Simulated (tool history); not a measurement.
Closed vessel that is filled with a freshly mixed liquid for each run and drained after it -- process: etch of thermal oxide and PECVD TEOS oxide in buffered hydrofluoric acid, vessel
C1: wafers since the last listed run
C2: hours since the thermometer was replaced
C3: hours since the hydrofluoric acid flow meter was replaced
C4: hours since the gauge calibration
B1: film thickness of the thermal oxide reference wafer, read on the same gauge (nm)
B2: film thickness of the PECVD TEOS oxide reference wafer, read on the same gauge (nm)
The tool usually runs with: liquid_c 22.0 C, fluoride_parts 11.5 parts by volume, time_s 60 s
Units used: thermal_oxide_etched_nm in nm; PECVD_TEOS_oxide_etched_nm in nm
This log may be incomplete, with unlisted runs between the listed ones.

{"run": 1, "hour": 0.0, "liquid_c": 22.0, "fluoride_parts": 11.5, "time_s": 60, "C1": 0, "C2": 2056.2, "C3": 33.0, "C4": 196.8, "B1": 100.02, "B2": 130.01, "thermal_oxide_etched_nm": 60.22, "PECVD_TEOS_oxide_etched_nm": 69.67}
{"run": 2, "hour": 51.1, "liquid_c": 19.0, "fluoride_parts": 11.5, "time_s": 60, "C1": 7674, "C2": 2107.3, "C3": 84.1, "C4": 247.9, "B1": 100.02, "B2": 130.0, "thermal_oxide_etched_nm": 50.4, "PECVD_TEOS_oxide_etched_nm": 58.79}
{"run": 3, "hour": 116.0, "liquid_c": 19.0, "fluoride_parts": 11.5, "time_s": 60, "C1": 9747, "C2": 2172.2, "C3": 149.0, "C4": 312.8, "B1": 99.99, "B2": 130.02, "thermal_oxide_etched_nm": 51.44, "PECVD_TEOS_oxide_etched_nm": 59.13}
{"run": 4, "hour": 177.7, "liquid_c": 22.0, "fluoride_parts": 11.5, "time_s": 60, "C1": 9266, "C2": 2233.9, "C3": 210.7, "C4": 374.5, "B1": 100.0, "B2": 129.96, "thermal_oxide_etched_nm": 60.89, "PECVD_TEOS_oxide_etched_nm": 69.31}
{"run": 5, "hour": 208.3, "liquid_c": 22.0, "fluoride_parts": 11.5, "time_s": 60, "C1": 4595, "C2": 2264.5, "C3": 241.3, "C4": 405.1, "B1": 100.0, "B2": 130.01, "thermal_oxide_etched_nm": 60.76, "PECVD_TEOS_oxide_etched_nm": 69.21}
{"hour": 249.2, "done": "thermometer replaced"}
{"run": 6, "hour": 264.5, "liquid_c": 22.0, "fluoride_parts": 11.5, "time_s": 45, "C1": 8290, "C2": 15.3, "C3": 297.5, "C4": 461.3, "B1": 100.01, "B2": 130.0, "thermal_oxide_etched_nm": 42.23, "PECVD_TEOS_oxide_etched_nm": 48.48}
{"run": 7, "hour": 294.2, "liquid_c": 22.0, "fluoride_parts": 11.5, "time_s": 60, "C1": 4460, "C2": 45.0, "C3": 327.2, "C4": 491.0, "B1": 99.98, "B2": 129.97, "thermal_oxide_etched_nm": 55.84, "PECVD_TEOS_oxide_etched_nm": 64.34}
{"run": 8, "hour": 352.3, "liquid_c": 22.0, "fluoride_parts": 15.5, "time_s": 40, "C1": 8726, "C2": 103.1, "C3": 385.3, "C4": 549.1, "B1": 100.03, "B2": 129.98, "thermal_oxide_etched_nm": 27.66, "PECVD_TEOS_oxide_etched_nm": 32.29}
{"run": 9, "hour": 419.5, "liquid_c": 22.0, "fluoride_parts": 11.5, "time_s": 70, "C1": 10092, "C2": 170.3, "C3": 452.5, "C4": 616.3, "B1": 100.02, "B2": 129.98, "thermal_oxide_etched_nm": 65.35, "PECVD_TEOS_oxide_etched_nm": 76.21}
{"run": 10, "hour": 469.5, "liquid_c": 22.0, "fluoride_parts": 11.5, "time_s": 60, "C1": 7509, "C2": 220.3, "C3": 502.5, "C4": 666.3, "B1": 99.99, "B2": 129.97, "thermal_oxide_etched_nm": 56.81, "PECVD_TEOS_oxide_etched_nm": 65.03}
{"run": 11, "hour": 539.2, "liquid_c": 18.5, "fluoride_parts": 11.5, "time_s": 75, "C1": 10468, "C2": 290.0, "C3": 572.2, "C4": 736.0, "B1": 99.98, "B2": 129.97, "thermal_oxide_etched_nm": 58.14, "PECVD_TEOS_oxide_etched_nm": 67.26}
{"run": 12, "hour": 609.5, "liquid_c": 24.0, "fluoride_parts": 9.0, "time_s": 75, "C1": 10558, "C2": 360.3, "C3": 642.5, "C4": 806.3, "B1": 100.02, "B2": 129.96, "thermal_oxide_etched_nm": 96.61, "PECVD_TEOS_oxide_etched_nm": 112.16}
{"run": 13, "hour": 639.6, "liquid_c": 22.0, "fluoride_parts": 11.5, "time_s": 35, "C1": 4520, "C2": 390.4, "C3": 672.6, "C4": 836.4, "B1": 100.0, "B2": 130.0, "thermal_oxide_etched_nm": 32.97, "PECVD_TEOS_oxide_etched_nm": 38.34}

Run 14 comes next. What will it give?
{"hour": 678.5, "done": "hydrofluoric acid flow meter replaced"}
{"run": 14, "hour": 703.7, "liquid_c": 19.5, "fluoride_parts": 15.5, "time_s": 75, "C1": 9477, "C2": 454.5, "C3": 25.2, "C4": 900.5, "B1": "?", "B2": "?", "thermal_oxide_etched_nm": "?", "PECVD_TEOS_oxide_etched_nm": "?"}

Run 14 came out at B1 99.96, B2 129.98, thermal_oxide_etched_nm 46.45 nm, PECVD_TEOS_oxide_etched_nm 53.11 nm.
With no hidden state in the tool, this same run would have given thermal_oxide_etched_nm 45.83 nm, PECVD_TEOS_oxide_etched_nm 52.39 nm.

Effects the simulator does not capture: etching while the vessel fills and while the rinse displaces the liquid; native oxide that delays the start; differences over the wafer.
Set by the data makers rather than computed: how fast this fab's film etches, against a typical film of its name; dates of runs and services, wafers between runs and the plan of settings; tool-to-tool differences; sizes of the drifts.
